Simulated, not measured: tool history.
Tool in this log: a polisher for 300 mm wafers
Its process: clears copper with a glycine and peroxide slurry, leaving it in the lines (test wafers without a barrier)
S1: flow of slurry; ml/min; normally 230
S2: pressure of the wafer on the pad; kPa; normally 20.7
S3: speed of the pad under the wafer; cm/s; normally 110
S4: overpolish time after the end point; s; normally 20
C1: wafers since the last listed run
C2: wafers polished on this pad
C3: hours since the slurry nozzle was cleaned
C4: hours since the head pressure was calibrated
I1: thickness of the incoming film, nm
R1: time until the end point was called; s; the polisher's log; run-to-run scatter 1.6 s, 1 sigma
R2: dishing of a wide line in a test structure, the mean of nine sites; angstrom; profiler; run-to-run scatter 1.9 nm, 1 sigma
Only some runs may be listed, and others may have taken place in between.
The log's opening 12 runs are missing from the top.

| run | hour | S1 | S2 | S3 | S4 | C1 | C2 | C3 | C4 | I1 | R1 | R2 |
|---|---|---|---|---|---|---|---|---|---|---|---|---|
| 13 | 566.9 | 230 | 20.7 | 110 | 25 | 300 | 338 | 430.4 | 1270.6 | 587.7 | 97.4 | 951 |
| 14 | 596 | 230 | 20.7 | 110 | 20 | 264 | 603 | 459.5 | 1299.7 | 593 | 93.4 | 752 |
| 15 | 648.9 | 230 | 20.7 | 110 | 20 | 481 | 1084 | 512.4 | 1352.6 | 590.6 | 95.6 | 781 |
| 16 | 685.1 | 230 | 20.7 | 110 | 20 | 329 | 1414 | 548.6 | 1388.8 | 597.6 | 96.7 | 757 |
|  | 713.6 | head pressure recalibrated |
| 17 | 736.2 | 180 | 20.7 | 110 | 20 | 446 | 1860 | 599.7 | 22.6 | 600.5 | 97.2 | 760 |
| 18 | 790.5 | 285 | 17.9 | 138 | 12 | 494 | 2355 | 654 | 76.9 | 597.7 | 91.6 | 508 |
|  | 816.1 | slurry nozzle cleaned |
| 19 | 842.1 | 230 | 20.7 | 110 | 17 | 460 | 2815 | 26 | 128.5 | 601.8 | 93.6 | 703 |
|  | 852.8 | worn pad replaced by a new one |
| 20 | 891 | 230 | 25.5 | 110 | 20 | 408 | 347 | 74.9 | 177.4 | 595.3 | 84.4 | 842 |
| 21 | 944.8 | 265 | 20.7 | 94 | 25 | 489 | 837 | 128.7 | 231.2 | 601.3 | 102.4 | 891 |
| 22 | 993.9 | 230 | 20.7 | 110 | 20 | 446 | 1283 | 177.8 | 280.3 | 598.2 | 96.3 | 786 |
| 23 | 1061.2 | 230 | 15.9 | 72 | 20 | 612 | 1896 | 245.1 | 347.6 | 585.9 | 129.5 | 612 |
| 24 | 1127.3 | 165 | 20.7 | 78 | 20 | 601 | 2497 | 311.2 | 413.7 | 585.9 | 112 | 684 |
|  | 1149.1 | worn pad replaced by a new one |
| 25 | 1155 | 285 | 20.7 | 148 | 13 | 215 | 53 | 338.9 | 441.4 | 599.2 | 81.9 | 628 |

Run 26, settings as shown, results not yet in. Your forecast:
| 26 | 1204.1 | 230 | 20.7 | 110 | 20 | 446 | 500 | 388 | 490.5 | 587 | ? | ? |

R1: 96.2 s
R2: 779 angstrom
Minus the tool's unlogged condition, the same run would have read R1 92.8 s, R2 802 angstrom.
